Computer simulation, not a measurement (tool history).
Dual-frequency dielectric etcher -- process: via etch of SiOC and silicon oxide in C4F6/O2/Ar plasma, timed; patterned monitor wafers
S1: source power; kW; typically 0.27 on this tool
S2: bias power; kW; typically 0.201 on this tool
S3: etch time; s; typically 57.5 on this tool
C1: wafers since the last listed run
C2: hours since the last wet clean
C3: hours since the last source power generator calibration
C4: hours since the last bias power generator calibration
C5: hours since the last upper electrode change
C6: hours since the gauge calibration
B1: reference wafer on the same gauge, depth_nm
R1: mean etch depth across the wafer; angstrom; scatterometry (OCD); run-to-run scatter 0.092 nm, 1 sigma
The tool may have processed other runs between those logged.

Run 1, hour 0: usual settings; C1 0; C2 435.3; C3 5110.3; C4 4347; C5 2658.6; C6 332.9; B1 54.2. Result: R1 627 angstrom.
Run 2, hour 12.5: usual settings but S1 0.32 kW; C1 212; C2 447.8; C3 5122.8; C4 4359.5; C5 2671.1; C6 345.4; B1 54.2. Result: R1 676 angstrom.
Run 3, hour 26.9: usual settings but S1 0.32 kW; C1 245; C2 462.2; C3 5137.2; C4 4373.9; C5 2685.5; C6 359.8; B1 54.2. Result: R1 677 angstrom.
Run 4, hour 42.2: usual settings; C1 260; C2 477.5; C3 5152.5; C4 4389.2; C5 2700.8; C6 375.1; B1 54.2. Result: R1 631 angstrom.
Run 5, hour 49.5: usual settings; C1 124; C2 484.8; C3 5159.8; C4 4396.5; C5 2708.1; C6 382.4; B1 54.2. Result: R1 630 angstrom.
Run 6, hour 62: usual settings but S2 0.173 kW; C1 212; C2 497.3; C3 5172.3; C4 4409; C5 2720.6; C6 394.9; B1 54.2. Result: R1 608 angstrom.
Run 7, hour 77.2: usual settings but S2 0.173 kW; C1 258; C2 512.5; C3 5187.5; C4 4424.2; C5 2735.8; C6 410.1; B1 54.2. Result: R1 608 angstrom.
Run 8, hour 91.6: usual settings; C1 245; C2 526.9; C3 5201.9; C4 4438.6; C5 2750.2; C6 424.5; B1 54.2. Result: R1 630 angstrom.
At hour 104.3: bias power generator calibrated.
At hour 105.1: gauge calibrated.
Run 9, hour 107.8: usual settings; C1 207; C2 543.1; C3 5218.1; C4 3.5; C5 2766.4; C6 2.7; B1 54.2. Result: R1 632 angstrom.
At hour 136.9: wet clean of the chamber.
Run 10, hour 137.4: usual settings; C1 95; C2 0.5; C3 5247.7; C4 33.1; C5 2796; C6 32.3; B1 54.2. Result: R1 617 angstrom.
Run 11, hour 137.8: usual settings; C1 6; C2 0.9; C3 5248.1; C4 33.5; C5 2796.4; C6 32.7; B1 54.2. Result: R1 614 angstrom.
Run 12, hour 139.8: usual settings but S3 45.5 s; C1 34; C2 2.9; C3 5250.1; C4 35.5; C5 2798.4; C6 34.7; B1 54.2. Result: R1 486 angstrom.
Run 13, hour 148.1: usual settings but S3 45.5 s; C1 141; C2 11.2; C3 5258.4; C4 43.8; C5 2806.7; C6 43; B1 54.2. Result: R1 488 angstrom.
Run 14, hour 157.7: usual settings but S2 0.173 kW; C1 163; C2 20.8; C3 5268; C4 53.4; C5 2816.3; C6 52.6; B1 54.2. Result: R1 596 angstrom.
Run 15, hour 173.2: usual settings but S1 0.32 kW, S3 46 s; C1 263; C2 36.3; C3 5283.5; C4 68.9; C5 2831.8; C6 68.1; B1 54.2. Result: R1 529 angstrom.
Run 16, hour 182.9: usual settings but S2 0.173 kW; C1 165; C2 46; C3 5293.2; C4 78.6; C5 2841.5; C6 77.8; B1 54.2. Result: R1 597 angstrom.
Run 17, hour 194.9: usual settings; C1 204; C2 58; C3 5305.2; C4 90.6; C5 2853.5; C6 89.8; B1 54.2. Result: R1 618 angstrom.
At hour 212.8: source power generator calibrated.
At hour 222.4: upper electrode replaced.
Run 18, hour 222.9: usual settings but S1 0.24 kW, S2 0.244 kW, S3 64.5 s; C1 244; C2 86; C3 10.1; C4 118.6; C5 0.5; C6 117.8; B1 54.2. Result: R1 690 angstrom.
Run 19, hour 223.3: usual settings but S1 0.29 kW, S3 72.5 s; C1 6; C2 86.4; C3 10.5; C4 119; C5 0.9; C6 118.2; B1 54.2. Result: R1 804 angstrom.
Run 20, hour 229.2: usual settings but S2 0.223 kW, S3 70.5 s; C1 100; C2 92.3; C3 16.4; C4 124.9; C5 6.8; C6 124.1; B1 54.2. Result: R1 778 angstrom.

For run 21, what comes out?
Run 21, hour 242.4: usual settings but S2 0.228 kW, S3 72.5 s; C1 224; C2 105.5; C3 29.6; C4 138.1; C5 20; C6 137.3; B1 ?. Result: R1 ?.

B1: 54.2
R1: 804 angstrom
With no hidden state in the tool, this same run would have given R1 799 angstrom.
